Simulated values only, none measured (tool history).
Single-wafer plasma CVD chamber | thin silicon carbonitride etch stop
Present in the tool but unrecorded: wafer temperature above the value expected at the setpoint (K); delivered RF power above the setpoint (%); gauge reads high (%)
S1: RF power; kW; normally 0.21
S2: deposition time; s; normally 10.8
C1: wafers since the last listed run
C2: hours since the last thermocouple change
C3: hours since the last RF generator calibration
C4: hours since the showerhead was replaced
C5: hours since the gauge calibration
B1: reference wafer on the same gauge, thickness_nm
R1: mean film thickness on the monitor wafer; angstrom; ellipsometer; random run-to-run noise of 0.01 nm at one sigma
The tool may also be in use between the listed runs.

run,hour,S1,S2,C1,C2,C3,C4,C5,B1,R1
1,0,0.21,10.8,0,1746.4,1532.8,5921,116.4,6.512,66.07
2,9.8,0.21,10.8,149,1756.2,1542.6,5930.8,126.2,6.509,66.07
3,22,0.21,9.6,186,1768.4,1554.8,5943,138.4,6.506,58.82
4,28.7,0.21,9.6,102,1775.1,1561.5,5949.7,145.1,6.507,58.88
5,44.4,0.23,12.3,239,1790.8,1577.2,5965.4,160.8,6.511,78.84
6,57.6,0.23,12.3,201,1804,1590.4,5978.6,174,6.511,78.74
7,66.4,0.23,12.3,134,1812.8,1599.2,5987.4,182.8,6.512,78.91
8,73.4,0.225,10.8,106,1819.8,1606.2,5994.4,189.8,6.513,68.5
9,87.6,0.19,10.8,217,1834,1620.4,6008.6,204,6.508,62.68
10,94.3,0.19,10.8,102,1840.7,1627.1,6015.3,210.7,6.51,62.87
11,108.3,0.19,10.8,213,1854.7,1641.1,6029.3,224.7,6.513,62.68
12,125,0.21,10.8,255,1871.4,1657.8,6046,241.4,6.512,66.09
13,142.8,0.21,10.8,272,1889.2,1675.6,6063.8,259.2,6.512,66.36
14,156.5,0.23,11.6,209,1902.9,1689.3,6077.5,272.9,6.508,74.45
15,167.1,0.21,10.8,162,1913.5,1699.9,6088.1,283.5,6.512,66.01
16,175.4,0.2,11.9,126,1921.8,1708.2,6096.4,291.8,6.508,71.09
# hour 203.4: showerhead replaced
# hour 212.2: RF generator calibrated
17,229.2,0.21,10.8,577,1975.6,17,25.8,345.6,6.511,68.3
18,235.5,0.17,9.6,96,1981.9,23.3,32.1,351.9,6.511,53.95
19,247.2,0.235,11.4,178,1993.6,35,43.8,363.6,6.509,76.08
20,255.1,0.19,11.4,120,2001.5,42.9,51.7,371.5,6.511,68.24
# hour 269.3: gauge calibrated
21,270.4,0.21,10.2,233,2016.8,58.2,67,1.1,6.509,64.43
22,281.8,0.21,10,174,2028.2,69.6,78.4,12.5,6.512,62.97
23,306.3,0.19,8.8,374,2052.7,94.1,102.9,37,6.508,52.57
24,324.8,0.21,10.8,282,2071.2,112.6,121.4,55.5,6.509,67.95
# hour 334.7: thermocouple changed; heater temperature recalibrated
25,336.9,0.18,12.2,62,2.2,124.7,133.5,67.6,6.509,70.68
26,346.2,0.18,12.3,142,11.5,134,142.8,76.9,6.511,71.09
27,361.5,0.21,10.8,233,26.8,149.3,158.1,92.2,6.51,67.72
28,367.7,0.245,11.4,94,33,155.5,164.3,98.4,6.509,77.09
29,380.1,0.225,8.8,189,45.4,167.9,176.7,110.8,6.509,57.16
30,389.1,0.195,10.1,137,54.4,176.9,185.7,119.8,6.511,60.85
31,400.5,0.19,9.7,174,65.8,188.3,197.1,131.2,6.509,57.64
32,418,0.195,10.8,267,83.3,205.8,214.6,148.7,6.508,65.25
33,425.7,0.21,10.8,117,91,213.5,222.3,156.4,6.511,67.67
34,437.8,0.195,12.9,184,103.1,225.6,234.4,168.5,6.508,77.63
35,448.2,0.22,12.1,158,113.5,236,244.8,178.9,6.511,77.58

A few steps of R1 between consecutive runs. Split each: what settings, incoming material and random variation would produce without the hidden state, and what is left over for the hidden state, along with gauge scatter present in only one of the two compared results (measured, and without hidden state):
Run 4 -> 5: S1 0.21 -> 0.23, S2 9.6 -> 12.3. R1 +19.96 angstrom: hidden state -0.69, all else +20.65.
Run 7 -> 8: S1 0.23 -> 0.225, S2 12.3 -> 10.8. R1 -10.41 angstrom: hidden state +0.36, all else -10.77.
Run 16 -> 17: S1 0.2 -> 0.21, S2 11.9 -> 10.8, showerhead replaced, RF generator calibrated. R1 -2.79 angstrom: hidden state +2.33, all else -5.12.
Run 18 -> 19: S1 0.17 -> 0.235, S2 9.6 -> 11.4. R1 +22.13 angstrom: hidden state -0.12, all else +22.25.
Run 28 -> 29: S1 0.245 -> 0.225, S2 11.4 -> 8.8. R1 -19.93 angstrom: hidden state +0.16, all else -20.09.
